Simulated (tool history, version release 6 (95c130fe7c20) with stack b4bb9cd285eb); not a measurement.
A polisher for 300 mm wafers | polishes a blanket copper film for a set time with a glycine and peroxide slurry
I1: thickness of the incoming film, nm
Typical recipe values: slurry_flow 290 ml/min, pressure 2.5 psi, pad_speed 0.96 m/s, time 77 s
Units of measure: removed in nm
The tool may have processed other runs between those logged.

run 1 day=0.000 | slurry_flow=290 pressure=2.9 pad_speed=0.96 time=77 | I1=1749.2 | removed=472.5
run 2 day=3.217 | slurry_flow=220 pressure=2.5 pad_speed=0.96 time=66 | I1=1746.9 | removed=337.5
run 3 day=7.054 | slurry_flow=220 pressure=2.5 pad_speed=0.96 time=66 | I1=1738.3 | removed=329.1
run 4 day=8.900 | slurry_flow=290 pressure=2.5 pad_speed=0.96 time=77 | I1=1775.9 | removed=404.4
run 5 day=11.338 | slurry_flow=290 pressure=2.5 pad_speed=0.96 time=77 | I1=1750.5 | removed=392.8
run 6 day=13.946 | slurry_flow=290 pressure=2.5 pad_speed=0.96 time=77 | I1=1723.0 | removed=438.2
run 7 day=16.246 | slurry_flow=290 pressure=2.5 pad_speed=0.96 time=77 | I1=1719.1 | removed=430.9
run 8 day=24.317 | slurry_flow=290 pressure=2.5 pad_speed=0.70 time=77 | I1=1752.9 | removed=331.8
run 9 day=27.621 | slurry_flow=290 pressure=2.5 pad_speed=0.96 time=77 | I1=1737.4 | removed=422.6
run 10 day=31.654 | slurry_flow=290 pressure=2.5 pad_speed=0.96 time=77 | I1=1729.6 | removed=424.4
run 11 day=35.679 | slurry_flow=290 pressure=2.5 pad_speed=0.96 time=77 | I1=1767.0 | removed=422.5
run 12 day=37.204 | slurry_flow=290 pressure=2.5 pad_speed=0.96 time=77 | I1=1739.1 | removed=406.5
run 13 day=38.904 | slurry_flow=235 pressure=3.1 pad_speed=0.80 time=91 | I1=1765.8 | removed=484.2
run 14 day=40.658 | slurry_flow=330 pressure=3.0 pad_speed=0.96 time=58 | I1=1753.5 | removed=359.5
run 15 day=42.833 | slurry_flow=290 pressure=2.5 pad_speed=0.96 time=61 | I1=1738.9 | removed=337.3
run 16 day=45.558 | slurry_flow=290 pressure=3.3 pad_speed=0.96 time=77 | I1=1783.9 | removed=525.4
run 17 day=48.375 | slurry_flow=290 pressure=2.5 pad_speed=0.96 time=77 | I1=1750.5 | removed=422.4
run 18 day=50.250 | slurry_flow=240 pressure=1.9 pad_speed=0.96 time=77 | I1=1740.7 | removed=342.7
run 19 day=52.742 | slurry_flow=290 pressure=2.5 pad_speed=0.96 time=66 | I1=1775.8 | removed=358.7
run 20 day=57.925 | slurry_flow=290 pressure=2.5 pad_speed=1.30 time=77 | I1=1738.7 | removed=540.6
run 21 day=59.446 | slurry_flow=290 pressure=3.3 pad_speed=1.20 time=77 | I1=1749.8 | removed=644.0
run 22 day=63.221 | slurry_flow=290 pressure=2.5 pad_speed=0.74 time=77 | I1=1752.8 | removed=331.6
run 23 day=65.067 | slurry_flow=330 pressure=1.9 pad_speed=0.96 time=54 | I1=1755.0 | removed=239.7
run 24 day=67.242 | slurry_flow=205 pressure=2.5 pad_speed=0.96 time=77 | I1=1752.8 | removed=393.5
run 25 day=69.296 | slurry_flow=290 pressure=2.9 pad_speed=0.68 time=77 | I1=1771.4 | removed=378.5
run 26 day=71.817 | slurry_flow=205 pressure=1.9 pad_speed=0.84 time=86 | I1=1754.0 | removed=341.4
run 27 day=74.858 | slurry_flow=290 pressure=2.5 pad_speed=0.96 time=77 | I1=1737.5 | removed=416.8
run 28 day=77.558 | slurry_flow=290 pressure=2.5 pad_speed=0.96 time=77 | I1=1730.9 | removed=431.5
run 29 day=81.033 | slurry_flow=250 pressure=2.9 pad_speed=0.96 time=86 | I1=1754.8 | removed=525.1
run 30 day=85.104 | slurry_flow=345 pressure=2.5 pad_speed=1.22 time=52 | I1=1755.3 | removed=354.5
run 31 day=87.621 | slurry_flow=210 pressure=2.9 pad_speed=0.84 time=94 | I1=1740.9 | removed=507.5
run 32 day=91.025 | slurry_flow=290 pressure=3.3 pad_speed=1.20 time=77 | I1=1723.6 | removed=638.3
run 33 day=94.704 | slurry_flow=290 pressure=2.5 pad_speed=0.96 time=55 | I1=1733.4 | removed=285.1
run 34 day=97.642 | slurry_flow=290 pressure=2.5 pad_speed=0.96 time=77 | I1=1763.7 | removed=430.2
run 35 day=100.583 | slurry_flow=290 pressure=2.5 pad_speed=0.96 time=85 | I1=1727.4 | removed=480.5
run 36 day=103.596 | slurry_flow=290 pressure=2.5 pad_speed=0.96 time=56 | I1=1717.1 | removed=309.6

Withheld: 11 entries from between the runs. Position of each, and hidden state at the listed run before versus the listed run after:
Run 2 -> run 3: head pressure recalibrated (day 6.179)
  removal rate lost through wear of the pad, %: 5.43 -> 7.17
  measured result minus the result with no hidden state, removed: -19.4 -> -25.4 nm
Run 5 -> run 6: worn pad replaced by a new one (day 11.575); slurry nozzle cleaned (day 11.988)
  removal rate lost through wear of the pad, %: 9.42 -> 0.643
  measured result minus the result with no hidden state, removed: -40.9 -> -2.8 nm
Run 14 -> run 15: worn pad replaced by a new one (day 41.500); slurry nozzle cleaned (day 42.504)
  removal rate lost through wear of the pad, %: 7.89 -> 0.654
  measured result minus the result with no hidden state, removed: -30.8 -> -2.2 nm
Run 16 -> run 17: head pressure recalibrated (day 47.475)
  removal rate lost through wear of the pad, %: 0.78 -> 1.05
  measured result minus the result with no hidden state, removed: -4.2 -> -4.5 nm
Run 24 -> run 25: worn pad replaced by a new one (day 69.275)
  removal rate lost through wear of the pad, %: 6.35 -> 0.644
  measured result minus the result with no hidden state, removed: -26.7 -> -2.4 nm
Run 25 -> run 26: slurry nozzle cleaned (day 69.625)
  removal rate lost through wear of the pad, %: 0.644 -> 0.7
  measured result minus the result with no hidden state, removed: -2.4 -> -2.4 nm
Run 30 -> run 31: head pressure recalibrated (day 86.842)
  removal rate lost through wear of the pad, %: 2.81 -> 3.55
  measured result minus the result with no hidden state, removed: -10.2 -> -18.7 nm
Run 33 -> run 34: worn pad replaced by a new one (day 97.579)
  removal rate lost through wear of the pad, %: 6.22 -> 0.502
  measured result minus the result with no hidden state, removed: -18.9 -> -2.2 nm
Run 34 -> run 35: slurry nozzle cleaned (day 98.438)
  removal rate lost through wear of the pad, %: 0.502 -> 0.579
  measured result minus the result with no hidden state, removed: -2.2 -> -2.8 nm
